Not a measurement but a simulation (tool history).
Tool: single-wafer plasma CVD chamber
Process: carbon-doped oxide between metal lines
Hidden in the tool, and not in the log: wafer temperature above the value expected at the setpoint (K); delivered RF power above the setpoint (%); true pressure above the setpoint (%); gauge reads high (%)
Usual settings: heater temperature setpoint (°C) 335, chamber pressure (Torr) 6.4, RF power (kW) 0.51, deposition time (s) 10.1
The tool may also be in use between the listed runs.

run   hour  heater temperature setpoint (°C)  chamber pressure (Torr)  RF power (kW)  deposition time (s)  wafers since the last listed run  hours since the last thermocouple change  hours since the last RF generator calibration  hours since the last manometer calibration  hours since the showerhead was replaced  hours since the gauge calibration  read-back reference wafer on the same gauge, thickness_nm  mean film thickness on the monitor wafer (Å)
  1      0                               329                     5.66           0.51                 10.1                                 0                                    2661.2                                         1342.8                                      1305.8                                   2891.4                             1150.6                                                     60.675                                        582.76
  2   15.9                               335                      6.4           0.51                 10.1                               390                                    2677.1                                         1358.7                                      1321.7                                   2907.3                             1166.5                                                     60.714                                        574.12
  3   46.7                               335                      6.4           0.51                 10.1                               756                                    2707.9                                         1389.5                                      1352.5                                   2938.1                             1197.3                                                     60.695                                        576.59
  4   72.7                               335                      6.4           0.51                 10.1                               638                                    2733.9                                         1415.5                                      1378.5                                   2964.1                             1223.3                                                     60.707                                        572.71
  5   93.8                               332                      6.4           0.51                 10.1                               518                                      2755                                         1436.6                                      1399.6                                   2985.2                             1244.4                                                     60.743                                        578.91
  6  119.7                               332                      6.4           0.51                 10.1                               635                                    2780.9                                         1462.5                                      1425.5                                   3011.1                             1270.3                                                     60.726                                         584.8
  7  131.9                               332                      6.4           0.51                 10.1                               299                                    2793.1                                         1474.7                                      1437.7                                   3023.3                             1282.5                                                     60.706                                        580.49
  8  146.1                               330                      6.4           0.51                 10.1                               348                                    2807.3                                         1488.9                                      1451.9                                   3037.5                             1296.7                                                     60.694                                         581.7
     168.8  -- gauge calibrated
  9  172.3                               335                      6.4           0.51                 10.1                               643                                    2833.5                                         1515.1                                      1478.1                                   3063.7                                3.5                                                     60.684                                        573.77
 10  199.8                               335                     5.83          0.555                 10.1                               675                                      2861                                         1542.6                                      1505.6                                   3091.2                                 31                                                     60.729                                        604.81
 11  227.8                               335                     5.37           0.51                 10.1                               687                                      2889                                         1570.6                                      1533.6                                   3119.2                                 59                                                     60.683                                        560.35
     241.1  -- showerhead replaced
     245.3  -- RF generator calibrated
 12  245.8                               335                      6.4           0.51                 10.1                               143                                      2907                                            0.5                                      1551.6                                      4.7                                 77                                                     60.652                                        614.89
 13  259.1                               335                      6.4          0.445                 10.1                               326                                    2920.3                                           13.8                                      1564.9                                       18                               90.3                                                     60.752                                        541.18
 14  281.6                               326                      6.4           0.59                 10.1                               552                                    2942.8                                           36.3                                      1587.4                                     40.5                              112.8                                                     60.697                                        706.14
 15  299.6                               346                     7.55           0.56                 11.3                               441                                    2960.8                                           54.3                                      1605.4                                     58.5                              130.8                                                     60.698                                        715.79
 16  320.7                               323                      6.4          0.575                 10.1                               518                                    2981.9                                           75.4                                      1626.5                                     79.6                              151.9                                                     60.682                                        700.02
 17    334                               335                      7.2           0.59                 10.1                               326                                    2995.2                                           88.7                                      1639.8                                     92.9                              165.2                                                     60.721                                        684.48
 18  361.8                               335                      6.4           0.48                 10.1                               682                                      3023                                          116.5                                      1667.6                                    120.7                                193                                                      60.68                                        581.14
       376  -- thermocouple changed; heater temperature recalibrated
       379  -- capacitance manometer re-zeroed and calibrated
 19  384.1                               335                      6.4           0.51                 10.1                               278                                       8.1                                          138.8                                         5.1                                      143                              215.3                                                     60.751                                        606.76
 20  411.4                               335                      6.4           0.51                 10.1                               670                                      35.4                                          166.1                                        32.4                                    170.3                              242.6                                                     60.651                                        604.77
 21  424.1                               335                     7.51           0.55                 10.1                               311                                      48.1                                          178.8                                        45.1                                      183                              255.3                                                     60.681                                        649.31
 22  445.7                               322                      6.4           0.51                 10.1                               530                                      69.7                                          200.4                                        66.7                                    204.6                              276.9                                                      60.73                                        639.32
 23  466.5                               339                      7.7           0.51                 10.1                               510                                      90.5                                          221.2                                        87.5                                    225.4                              297.7                                                     60.686                                        607.03
 24  486.8                               335                      6.4          0.445                 10.1                               498                                     110.8                                          241.5                                       107.8                                    245.7                                318                                                     60.659                                        533.41
 25  502.9                               332                      6.4           0.51                 10.1                               395                                     126.9                                          257.6                                       123.9                                    261.8                              334.1                                                     60.728                                        613.59
 26  526.2                               347                     5.38           0.59                  9.1                               572                                     150.2                                          280.9                                       147.2                                    285.1                              357.4                                                     60.728                                        577.31
 27  551.3                               323                      6.4          0.575                 10.1                               616                                     175.3                                            306                                       172.3                                    310.2                              382.5                                                     60.725                                        700.57
 28    581                               348                     4.94           0.45                 10.1                               729                                       205                                          335.7                                         202                                    339.9                              412.2                                                     60.702                                        501.72
 29    606                               335                      6.4           0.51                 10.1                               613                                       230                                          360.7                                         227                                    364.9                              437.2                                                     60.671                                        601.68
 30  626.7                               322                     5.61           0.43                 11.6                               508                                     250.7                                          381.4                                       247.7                                    385.6                              457.9                                                     60.675                                        616.72

3 ways to go on from here, each from the tool as it stands after run 30. What would each give?
  A  627.1                               335                      6.4           0.51                 10.1                                 9                                     251.1                                          381.8                                       248.1                                      386                              458.3                                                          ?                                             ?
  B  627.1                               335                     5.55           0.51                  8.3                                 9                                     251.1                                          381.8                                       248.1                                      386                              458.3                                                          ?                                             ?
  C  627.1                               335                     7.25          0.545                 10.1                                 9                                     251.1                                          381.8                                       248.1                                      386                              458.3                                                          ?                                             ?

run  read-back reference wafer on the same gauge, thickness_nm  mean film thickness on the monitor wafer (Å)
  A                                                     60.709                                        599.84
  B                                                     60.709                                        487.07
  C                                                     60.709                                        638.09
Without the tool's hidden state the same runs would have given:
run  mean film thickness on the monitor wafer (Å)
  A                                        609.95
  B                                        495.29
  C                                        648.69
